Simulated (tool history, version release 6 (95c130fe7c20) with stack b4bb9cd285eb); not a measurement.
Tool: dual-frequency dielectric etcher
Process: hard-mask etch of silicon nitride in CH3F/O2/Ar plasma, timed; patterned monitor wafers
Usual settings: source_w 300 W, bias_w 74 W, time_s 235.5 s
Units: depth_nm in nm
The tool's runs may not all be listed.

run    hour  source_w  bias_w  time_s  wafers since the last listed run  hours since the last wet clean  hours since the last source power generator calibration  hours since the last bias power generator calibration  hours since the last upper electrode change  hours since the gauge calibration  read-back reference wafer on the same gauge, depth_nm  depth_nm
  1     0.0       300      62   235.5                                 0                            34.2                                                   3677.8                                                 1893.4                                       1311.8                              444.3                                                  166.0     139.3
  2    29.5       300      62   235.5                               195                            63.7                                                   3707.3                                                 1922.9                                       1341.3                              473.8                                                  166.0     138.5
  3    71.5       300      62   235.5                               278                           105.7                                                   3749.3                                                 1964.9                                       1383.3                              515.8                                                  165.9     138.1
  4   112.4       300      82   235.5                               271                           146.6                                                   3790.2                                                 2005.8                                       1424.2                              556.7                                                  166.0     156.2
  5   159.6       350      74   235.5                               313                           193.8                                                   3837.4                                                 2053.0                                       1471.4                              603.9                                                  166.0     158.6
  6   230.0       350      74   235.5                               466                           264.2                                                   3907.8                                                 2123.4                                       1541.8                              674.3                                                  166.0     158.5
  7   274.5       350      74   235.5                               295                           308.7                                                   3952.3                                                 2167.9                                       1586.3                              718.8                                                  165.9     157.8
  8   301.8       300      74   235.5                               181                           336.0                                                   3979.6                                                 2195.2                                       1613.6                              746.1                                                  166.0     148.6
  9   365.7       300      74   235.5                               423                           399.9                                                   4043.5                                                 2259.1                                       1677.5                              810.0                                                  166.0     148.1
 10   433.0       300      74   235.5                               446                           467.2                                                   4110.8                                                 2326.4                                       1744.8                              877.3                                                  165.9     147.8
 11   460.5       300      74   235.5                               182                           494.7                                                   4138.3                                                 2353.9                                       1772.3                              904.8                                                  166.1     147.5
      496.8  -- wet clean of the chamber
 12   497.3       300      74   235.5                                84                             0.5                                                   4175.1                                                 2390.7                                       1809.1                              941.6                                                  166.0     151.7
 13   555.2       300      74   235.5                               383                            58.4                                                   4233.0                                                 2448.6                                       1867.0                              999.5                                                  166.0     150.6
 14   593.1       280      91   282.0                               251                            96.3                                                   4270.9                                                 2486.5                                       1904.9                             1037.4                                                  166.0     192.4
 15   640.0       380      74   235.5                               311                           143.2                                                   4317.8                                                 2533.4                                       1951.8                             1084.3                                                  166.0     164.2
      689.1  -- gauge calibrated
 16   697.5       230      91   235.5                               381                           200.7                                                   4375.3                                                 2590.9                                       2009.3                                8.4                                                  166.1     148.8
 17   752.2       300      74   235.5                               362                           255.4                                                   4430.0                                                 2645.6                                       2064.0                               63.1                                                  166.0     149.8
 18   795.4       340      74   179.5                               286                           298.6                                                   4473.2                                                 2688.8                                       2107.2                              106.3                                                  166.0     119.8
      802.8  -- source power generator calibrated
 19   844.4       300      74   235.5                               298                           347.6                                                     41.6                                                 2737.8                                       2156.2                              155.3                                                  166.0     148.5
      923.9  -- bias power generator calibrated
      974.3  -- upper electrode replaced
     1035.7  -- wet clean of the chamber
 20  1045.9       300      74   235.5                               991                            10.2                                                    243.1                                                  122.0                                         71.6                              356.8                                                  166.1     149.8
 21  1072.3       270      74   210.0                               175                            36.6                                                    269.5                                                  148.4                                         98.0                              383.2                                                  166.0     127.5
 22  1127.0       300      74   178.5                               362                            91.3                                                    324.2                                                  203.1                                        152.7                              437.9                                                  165.9     112.4
 23  1187.0       300      88   172.5                               397                           151.3                                                    384.2                                                  263.1                                        212.7                              497.9                                                  166.0     117.3
 24  1242.0       340      74   235.5                               364                           206.3                                                    439.2                                                  318.1                                        267.7                              552.9                                                  166.0     155.5
 25  1293.5       360      74   294.0                               341                           257.8                                                    490.7                                                  369.6                                        319.2                              604.4                                                  166.0     197.8
 26  1341.9       250      65   296.5                               320                           306.2                                                    539.1                                                  418.0                                        367.6                              652.8                                                  166.0     163.2
 27  1371.0       300      74   214.0                               192                           335.3                                                    568.2                                                  447.1                                        396.7                              681.9                                                  166.0     133.8

Forecast each of these 3 alternatives for the next run:
  A  1371.5       300      74   235.5                                 3                           335.8                                                    568.7                                                  447.6                                        397.2                              682.4                                                      ?         ?
  B  1371.5       280      63   235.5                                 3                           335.8                                                    568.7                                                  447.6                                        397.2                              682.4                                                      ?         ?
  C  1371.5       300      90   268.5                                 3                           335.8                                                    568.7                                                  447.6                                        397.2                              682.4                                                      ?         ?

run  read-back reference wafer on the same gauge, depth_nm  depth_nm
  A                                                  166.0     147.5
  B                                                  166.0     133.9
  C                                                  166.0     183.1
Without the tool's hidden state the same runs would have given:
run  depth_nm
  A     148.7
  B     135.1
  C     184.7

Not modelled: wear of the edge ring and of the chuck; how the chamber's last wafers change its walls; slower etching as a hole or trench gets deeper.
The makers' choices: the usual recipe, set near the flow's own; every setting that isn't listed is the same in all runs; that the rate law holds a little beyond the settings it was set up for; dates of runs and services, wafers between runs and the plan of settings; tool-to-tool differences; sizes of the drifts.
